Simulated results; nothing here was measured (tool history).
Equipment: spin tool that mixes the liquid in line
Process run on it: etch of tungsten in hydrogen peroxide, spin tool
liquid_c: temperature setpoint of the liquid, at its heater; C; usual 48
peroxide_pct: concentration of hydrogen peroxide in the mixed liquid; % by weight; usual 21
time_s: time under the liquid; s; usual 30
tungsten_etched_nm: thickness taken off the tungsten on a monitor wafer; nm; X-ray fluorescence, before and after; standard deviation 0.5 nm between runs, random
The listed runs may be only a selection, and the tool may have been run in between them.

run,day,liquid_c,peroxide_pct,time_s,"read-back film thickness of the tungsten reference wafer, read on the same gauge (nm)",tungsten_etched_nm
1,0,48,21,25,59.99,63.93
2,1.029,48,21,25,59.97,63.75
# day 1.404: gauge calibrated
3,2.492,48,21,25,59.99,64
4,3.892,44,21,30,60.02,60.3
5,5.025,44,21,30,60,60.18
6,5.767,48,21,30,60,77.53
7,6.296,48,21,30,60.01,77.12
8,7.104,48,18.5,40,60.01,96.2
# day 7.246: heated supply line repaired
9,8.588,48,18.5,40,59.99,105.71
10,10.038,48,21,20,60.01,56.24
# day 11.121: gauge calibrated
11,11.242,48,19,50,60.02,133.45
# day 12.321: thermometer replaced
12,12.654,48,18.5,40,60,92.76
# day 14.012: new drum of peroxide connected
13,14.033,57,21,30,60.05,127.57
# day 14.408: peroxide flow meter replaced
14,14.654,48,21,30,59.98,74.32
15,16.05,54.5,15,15,60.01,47.42
16,16.942,45,19,40,59.99,78.73
17,18.104,48,19,30,59.95,71.57
18,19.35,43,21,30,60,55

The tool's hidden state at each run:
peroxide flow above the setpoint (%): 0, the same for each run
peroxide weaker than its label (%): 0, the same for each run
gauge reads high (%): 0, the same for each run
H1: liquid hotter than its thermometer reads (K)
H2: temperature lost on the way to the wafer (K)
run,H1,H2
1,1.62,1.11
2,1.66,1.14
3,1.73,1.19
4,1.8,1.23
5,1.85,1.26
6,1.88,1.29
7,1.91,1.3
8,1.94,1.33
9,2.01,0.0665
10,2.08,0.111
11,2.13,0.147
12,0.229,0.19
13,0.292,0.232
14,0.321,0.251
15,0.385,0.294
16,0.426,0.321
17,0.48,0.356
18,0.538,0.394
